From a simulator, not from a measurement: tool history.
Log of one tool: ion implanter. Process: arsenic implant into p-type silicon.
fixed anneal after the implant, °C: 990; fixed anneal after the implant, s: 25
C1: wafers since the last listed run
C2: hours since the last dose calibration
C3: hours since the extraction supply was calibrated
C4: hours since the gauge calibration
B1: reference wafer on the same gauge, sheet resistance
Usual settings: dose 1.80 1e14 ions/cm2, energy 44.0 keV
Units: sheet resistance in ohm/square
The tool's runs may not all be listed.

Run 1, hour 0.0: usual settings; C1 0; C2 379.8; C3 2820.9; C4 1583.4; B1 508.99. Result: sheet resistance 436.43 ohm/square.
Run 2, hour 44.3: usual settings; C1 655; C2 424.1; C3 2865.2; C4 1627.7; B1 509.13. Result: sheet resistance 435.82 ohm/square.
Run 3, hour 69.5: usual settings but dose 2.11 1e14 ions/cm2; C1 373; C2 449.3; C3 2890.4; C4 1652.9; B1 508.86. Result: sheet resistance 389.01 ohm/square.
Run 4, hour 136.5: usual settings but dose 2.11 1e14 ions/cm2; C1 991; C2 516.3; C3 2957.4; C4 1719.9; B1 509.01. Result: sheet resistance 389.39 ohm/square.
Run 5, hour 207.4: usual settings but dose 2.11 1e14 ions/cm2; C1 1049; C2 587.2; C3 3028.3; C4 1790.8; B1 508.95. Result: sheet resistance 390.44 ohm/square.
Run 6, hour 276.6: usual settings; C1 1024; C2 656.4; C3 3097.5; C4 1860.0; B1 509.26. Result: sheet resistance 435.18 ohm/square.
Run 7, hour 313.7: usual settings; C1 549; C2 693.5; C3 3134.6; C4 1897.1; B1 508.87. Result: sheet resistance 435.78 ohm/square.
Run 8, hour 347.2: usual settings; C1 495; C2 727.0; C3 3168.1; C4 1930.6; B1 509.11. Result: sheet resistance 437.30 ohm/square.
Run 9, hour 416.1: usual settings but dose 1.55 1e14 ions/cm2, energy 34.5 keV; C1 1019; C2 795.9; C3 3237.0; C4 1999.5; B1 509.08. Result: sheet resistance 504.35 ohm/square.
Run 10, hour 455.5: usual settings but dose 1.55 1e14 ions/cm2, energy 34.5 keV; C1 583; C2 835.3; C3 3276.4; C4 2038.9; B1 509.14. Result: sheet resistance 503.73 ohm/square.
At hour 505.1: extraction supply calibrated.
Run 11, hour 505.8: usual settings but dose 1.55 1e14 ions/cm2, energy 34.5 keV; C1 626; C2 885.6; C3 0.7; C4 2089.2; B1 509.05. Result: sheet resistance 503.31 ohm/square.
Run 12, hour 572.0: usual settings; C1 979; C2 951.8; C3 66.9; C4 2155.4; B1 508.87. Result: sheet resistance 434.96 ohm/square.
Run 13, hour 635.3: usual settings; C1 937; C2 1015.1; C3 130.2; C4 2218.7; B1 508.99. Result: sheet resistance 435.25 ohm/square.
Run 14, hour 699.7: usual settings; C1 953; C2 1079.5; C3 194.6; C4 2283.1; B1 508.88. Result: sheet resistance 435.30 ohm/square.
Run 15, hour 745.6: usual settings; C1 679; C2 1125.4; C3 240.5; C4 2329.0; B1 509.04. Result: sheet resistance 432.99 ohm/square.
Run 16, hour 780.4: usual settings but energy 51.0 keV; C1 515; C2 1160.2; C3 275.3; C4 2363.8; B1 509.07. Result: sheet resistance 423.34 ohm/square.
Run 17, hour 811.3: usual settings but dose 2.14 1e14 ions/cm2, energy 31.0 keV; C1 457; C2 1191.1; C3 306.2; C4 2394.7; B1 508.91. Result: sheet resistance 404.10 ohm/square.
Run 18, hour 836.2: usual settings but dose 2.02 1e14 ions/cm2, energy 54.5 keV; C1 368; C2 1216.0; C3 331.1; C4 2419.6; B1 508.84. Result: sheet resistance 385.90 ohm/square.
At hour 840.1: gauge calibrated.
Run 19, hour 886.9: usual settings; C1 750; C2 1266.7; C3 381.8; C4 46.8; B1 508.81. Result: sheet resistance 432.78 ohm/square.
Run 20, hour 946.8: usual settings but dose 1.33 1e14 ions/cm2, energy 55.0 keV; C1 886; C2 1326.6; C3 441.7; C4 106.7; B1 508.92. Result: sheet resistance 513.42 ohm/square.
Run 21, hour 990.8: usual settings but dose 2.33 1e14 ions/cm2, energy 53.5 keV; C1 651; C2 1370.6; C3 485.7; C4 150.7; B1 509.07. Result: sheet resistance 350.33 ohm/square.
Run 22, hour 1058.7: usual settings; C1 1005; C2 1438.5; C3 553.6; C4 218.6; B1 508.95. Result: sheet resistance 434.04 ohm/square.
Run 23, hour 1123.4: usual settings but dose 1.38 1e14 ions/cm2, energy 56.0 keV; C1 957; C2 1503.2; C3 618.3; C4 283.3; B1 508.96. Result: sheet resistance 498.06 ohm/square.
Run 24, hour 1174.2: usual settings but dose 2.14 1e14 ions/cm2, energy 55.0 keV; C1 751; C2 1554.0; C3 669.1; C4 334.1; B1 508.90. Result: sheet resistance 370.02 ohm/square.
Run 25, hour 1218.4: usual settings but dose 1.59 1e14 ions/cm2, energy 30.5 keV; C1 654; C2 1598.2; C3 713.3; C4 378.3; B1 508.98. Result: sheet resistance 501.82 ohm/square.

Run 26 comes next. What will it give?
Run 26, hour 1245.5: usual settings but dose 1.53 1e14 ions/cm2, energy 30.0 keV; C1 401; C2 1625.3; C3 740.4; C4 405.4; B1 ?. Result: sheet resistance ?.

{"run 26": {"B1": 508.96, "sheet resistance": 516.76}}
Without the tool's hidden state the same run would have given sheet resistance 521.57 ohm/square.
